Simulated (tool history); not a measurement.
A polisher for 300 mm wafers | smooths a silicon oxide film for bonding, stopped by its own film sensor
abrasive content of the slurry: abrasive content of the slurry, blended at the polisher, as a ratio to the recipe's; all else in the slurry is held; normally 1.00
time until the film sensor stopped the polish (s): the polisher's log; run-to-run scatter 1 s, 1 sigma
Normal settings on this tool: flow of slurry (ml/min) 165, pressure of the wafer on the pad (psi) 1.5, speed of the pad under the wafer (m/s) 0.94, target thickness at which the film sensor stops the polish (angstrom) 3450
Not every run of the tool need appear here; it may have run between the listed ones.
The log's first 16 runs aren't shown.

run   hour  flow of slurry (ml/min)  pressure of the wafer on the pad (psi)  speed of the pad under the wafer (m/s)  abrasive content of the slurry  target thickness at which the film sensor stops the polish (angstrom)  incoming thickness of the incoming film, nm  time until the film sensor stopped the polish (s)
 17  539.2                      150                                     1.5                                    0.94                            1.00                                                                   3450                                        374.3                                               79.1
     636.6  -- worn pad replaced by a new one
 18  637.1                      165                                     1.5                                    0.94                            1.25                                                                   3450                                        382.8                                               80.1
 19  657.3                      105                                     2.0                                    0.94                            1.00                                                                   3450                                        382.4                                               82.7
 20  688.9                      105                                     1.5                                    0.66                            1.00                                                                   3450                                        382.6                                              128.8
 21  707.1                      165                                     1.5                                    0.94                            1.00                                                                   3450                                        380.5                                               90.7
     721.1  -- slurry blender recalibrated
 22  738.5                      165                                     1.2                                    0.94                            1.00                                                                   3450                                        384.1                                              118.7
 23  751.4                      130                                     1.5                                    1.26                            1.00                                                                   3450                                        379.4                                               77.0
 24  782.0                      205                                     1.5                                    0.94                            1.00                                                                   3450                                        382.1                                               92.4
 25  796.4                      165                                     1.5                                    0.94                            0.80                                                                   3530                                        381.2                                               88.0
 26  809.8                      185                                     1.5                                    0.94                            1.00                                                                   3450                                        381.5                                               93.1
 27  825.2                      165                                     1.5                                    0.94                            1.00                                                                   3450                                        381.3                                               93.1
     829.6  -- worn pad replaced by a new one
     915.2  -- slurry nozzle cleaned
 28  917.8                      135                                     1.7                                    0.94                            0.80                                                                   3560                                        383.0                                               77.0
 29  952.5                      165                                     1.5                                    0.94                            1.00                                                                   3450                                        384.6                                               99.3
 30  982.1                      165                                     1.8                                    0.94                            1.00                                                                   3450                                        371.1                                               58.9

Predict each of these 4 candidate next runs independently; none follows another, all start after run 30:
  A  982.5                      165                                     1.5                                    0.94                            1.00                                                                   3450                                        378.2                                                  ?
  B  982.5                      165                                     1.7                                    0.94                            1.00                                                                   3450                                        378.2                                                  ?
  C  982.5                      165                                     1.5                                    0.94                            0.85                                                                   3450                                        378.2                                                  ?
  D  982.5                      165                                     1.5                                    0.94                            0.80                                                                   3450                                        378.2                                                  ?

run  time until the film sensor stopped the polish (s)
  A                                               82.9
  B                                               75.7
  C                                               94.4
  D                                              100.0
Without the tool's unlogged condition, the same runs would have read:
run  time until the film sensor stopped the polish (s)
  A                                               82.8
  B                                               75.6
  C                                               94.3
  D                                               99.9
